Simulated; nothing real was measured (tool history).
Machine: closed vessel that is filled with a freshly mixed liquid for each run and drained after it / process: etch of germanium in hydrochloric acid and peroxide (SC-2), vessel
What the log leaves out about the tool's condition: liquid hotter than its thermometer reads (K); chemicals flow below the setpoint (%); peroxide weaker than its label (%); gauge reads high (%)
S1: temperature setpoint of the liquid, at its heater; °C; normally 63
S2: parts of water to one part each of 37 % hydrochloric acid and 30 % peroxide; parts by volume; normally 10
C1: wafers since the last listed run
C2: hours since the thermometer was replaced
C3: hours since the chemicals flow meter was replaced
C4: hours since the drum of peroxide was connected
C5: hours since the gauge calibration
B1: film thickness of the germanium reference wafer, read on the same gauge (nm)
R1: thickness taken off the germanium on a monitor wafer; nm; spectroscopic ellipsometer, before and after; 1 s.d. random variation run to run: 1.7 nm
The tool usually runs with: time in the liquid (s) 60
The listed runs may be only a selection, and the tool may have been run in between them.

run 1 hour=0 | S1=63 S2=10 time_in_the_liquid_(s)=60 | C1=0 C2=231.2 C3=439.9 C4=1143.5 C5=814.3 | B1=99.97 | R1=218.52
-- hour=13.2 new drum of peroxide connected
run 2 hour=37.1 | S1=63 S2=10 time_in_the_liquid_(s)=60 | C1=3687 C2=268.3 C3=477 C4=23.9 C5=851.4 | B1=99.96 | R1=219.8
run 3 hour=65.1 | S1=63 S2=10 time_in_the_liquid_(s)=60 | C1=2860 C2=296.3 C3=505 C4=51.9 C5=879.4 | B1=99.99 | R1=218.7
-- hour=71.7 chemicals flow meter replaced
run 4 hour=123.3 | S1=63 S2=10 time_in_the_liquid_(s)=60 | C1=5842 C2=354.5 C3=51.6 C4=110.1 C5=937.6 | B1=99.97 | R1=221.41
run 5 hour=195.2 | S1=68.5 S2=10 time_in_the_liquid_(s)=60 | C1=7344 C2=426.4 C3=123.5 C4=182 C5=1009.5 | B1=99.99 | R1=256.9
run 6 hour=224.9 | S1=63 S2=10 time_in_the_liquid_(s)=75 | C1=3033 C2=456.1 C3=153.2 C4=211.7 C5=1039.2 | B1=100.01 | R1=276.08
run 7 hour=260 | S1=63 S2=10 time_in_the_liquid_(s)=75 | C1=3585 C2=491.2 C3=188.3 C4=246.8 C5=1074.3 | B1=100.01 | R1=273.7
run 8 hour=323.2 | S1=63 S2=10 time_in_the_liquid_(s)=75 | C1=6455 C2=554.4 C3=251.5 C4=310 C5=1137.5 | B1=99.99 | R1=277.26
run 9 hour=360.9 | S1=63 S2=10 time_in_the_liquid_(s)=60 | C1=3851 C2=592.1 C3=289.2 C4=347.7 C5=1175.2 | B1=99.99 | R1=221.66
-- hour=497.5 gauge calibrated
run 10 hour=574.3 | S1=63 S2=10 time_in_the_liquid_(s)=60 | C1=21798 C2=805.5 C3=502.6 C4=561.1 C5=76.8 | B1=99.99 | R1=224.48
-- hour=607.4 chemicals flow meter replaced
run 11 hour=618.9 | S1=57 S2=10 time_in_the_liquid_(s)=60 | C1=4453 C2=850.1 C3=11.5 C4=605.7 C5=121.4 | B1=99.98 | R1=187.62
run 12 hour=654 | S1=63 S2=10 time_in_the_liquid_(s)=60 | C1=3585 C2=885.2 C3=46.6 C4=640.8 C5=156.5 | B1=100.03 | R1=225.4
run 13 hour=699.4 | S1=63 S2=10 time_in_the_liquid_(s)=60 | C1=4637 C2=930.6 C3=92 C4=686.2 C5=201.9 | B1=100 | R1=227.85
-- hour=762.4 thermometer replaced
run 14 hour=783.1 | S1=63 S2=10 time_in_the_liquid_(s)=60 | C1=8447 C2=20.7 C3=175.7 C4=769.9 C5=285.6 | B1=99.99 | R1=216.01
run 15 hour=846.9 | S1=56.5 S2=10 time_in_the_liquid_(s)=80 | C1=6517 C2=84.5 C3=239.5 C4=833.7 C5=349.4 | B1=100.01 | R1=233.86
run 16 hour=871.5 | S1=63 S2=6.5 time_in_the_liquid_(s)=60 | C1=2512 C2=109.1 C3=264.1 C4=858.3 C5=374 | B1=99.99 | R1=225.8
run 17 hour=922.2 | S1=70.5 S2=14 time_in_the_liquid_(s)=60 | C1=5178 C2=159.8 C3=314.8 C4=909 C5=424.7 | B1=100 | R1=251.69
run 18 hour=991.9 | S1=63 S2=10 time_in_the_liquid_(s)=60 | C1=7119 C2=229.5 C3=384.5 C4=978.7 C5=494.4 | B1=100.03 | R1=218.79
-- hour=1039.7 new drum of peroxide connected
run 19 hour=1040.4 | S1=54 S2=13.5 time_in_the_liquid_(s)=75 | C1=4852 C2=278 C3=433 C4=0.7 C5=542.9 | B1=100 | R1=201.1
-- hour=1101.1 chemicals flow meter replaced
run 20 hour=1107.1 | S1=63 S2=10 time_in_the_liquid_(s)=60 | C1=6711 C2=344.7 C3=6 C4=67.4 C5=609.6 | B1=99.99 | R1=217.76
run 21 hour=1164.8 | S1=56.5 S2=10 time_in_the_liquid_(s)=60 | C1=5893 C2=402.4 C3=63.7 C4=125.1 C5=667.3 | B1=99.96 | R1=179.6
run 22 hour=1205.2 | S1=60 S2=10 time_in_the_liquid_(s)=60 | C1=4126 C2=442.8 C3=104.1 C4=165.5 C5=707.7 | B1=99.95 | R1=200.82
run 23 hour=1242.2 | S1=63 S2=11.5 time_in_the_liquid_(s)=35 | C1=3779 C2=479.8 C3=141.1 C4=202.5 C5=744.7 | B1=100.02 | R1=125.86
run 24 hour=1290.4 | S1=63 S2=14.5 time_in_the_liquid_(s)=80 | C1=4923 C2=528 C3=189.3 C4=250.7 C5=792.9 | B1=99.98 | R1=280.79
run 25 hour=1322.1 | S1=55 S2=12.5 time_in_the_liquid_(s)=75 | C1=3238 C2=559.7 C3=221 C4=282.4 C5=824.6 | B1=99.98 | R1=214.81
run 26 hour=1349 | S1=66.5 S2=11.5 time_in_the_liquid_(s)=50 | C1=2747 C2=586.6 C3=247.9 C4=309.3 C5=851.5 | B1=99.99 | R1=201.66
run 27 hour=1413.4 | S1=63 S2=10 time_in_the_liquid_(s)=60 | C1=6578 C2=651 C3=312.3 C4=373.7 C5=915.9 | B1=100 | R1=221.9
-- hour=1531.5 gauge calibrated
run 28 hour=1590.5 | S1=69.5 S2=10 time_in_the_liquid_(s)=60 | C1=18090 C2=828.1 C3=489.4 C4=550.8 C5=59 | B1=99.99 | R1=270.89
run 29 hour=1630.4 | S1=63 S2=6 time_in_the_liquid_(s)=40 | C1=4075 C2=868 C3=529.3 C4=590.7 C5=98.9 | B1=99.97 | R1=156.03

How the hidden state differs across the entries between the runs, from the last listed run before each to the first after it:
Runs 1 to 2: new drum of peroxide connected (hour 13.2)
  liquid hotter than its thermometer reads (K): 0.52 -> 0.594
  measured less the result without the state, R1: +3.25 -> +3.7 nm
Runs 3 to 4: chemicals flow meter replaced (hour 71.7)
  liquid hotter than its thermometer reads (K): 0.65 -> 0.766
  measured less the result without the state, R1: +4.05 -> +4.84 nm
Runs 9 to 10: gauge calibrated (hour 497.5)
  liquid hotter than its thermometer reads (K): 1.24 -> 1.66
  measured less the result without the state, R1: +7.74 -> +10.42 nm
Runs 10 to 11: chemicals flow meter replaced (hour 607.4)
  liquid hotter than its thermometer reads (K): 1.66 -> 1.75
  measured less the result without the state, R1: +10.42 -> +9.54 nm
Runs 13 to 14: thermometer replaced (hour 762.4)
  liquid hotter than its thermometer reads (K): 1.91 -> 0.164
  measured less the result without the state, R1: +12.12 -> +0.99 nm
Runs 18 to 19: new drum of peroxide connected (hour 1039.7)
  liquid hotter than its thermometer reads (K): 0.58 -> 0.677
  measured less the result without the state, R1: +3.62 -> +4.07 nm
Runs 19 to 20: chemicals flow meter replaced (hour 1101.1)
  liquid hotter than its thermometer reads (K): 0.677 -> 0.809
  measured less the result without the state, R1: +4.07 -> +5.01 nm
Runs 27 to 28: gauge calibrated (hour 1531.5)
  liquid hotter than its thermometer reads (K): 1.42 -> 1.77
  measured less the result without the state, R1: +8.85 -> +12.83 nm

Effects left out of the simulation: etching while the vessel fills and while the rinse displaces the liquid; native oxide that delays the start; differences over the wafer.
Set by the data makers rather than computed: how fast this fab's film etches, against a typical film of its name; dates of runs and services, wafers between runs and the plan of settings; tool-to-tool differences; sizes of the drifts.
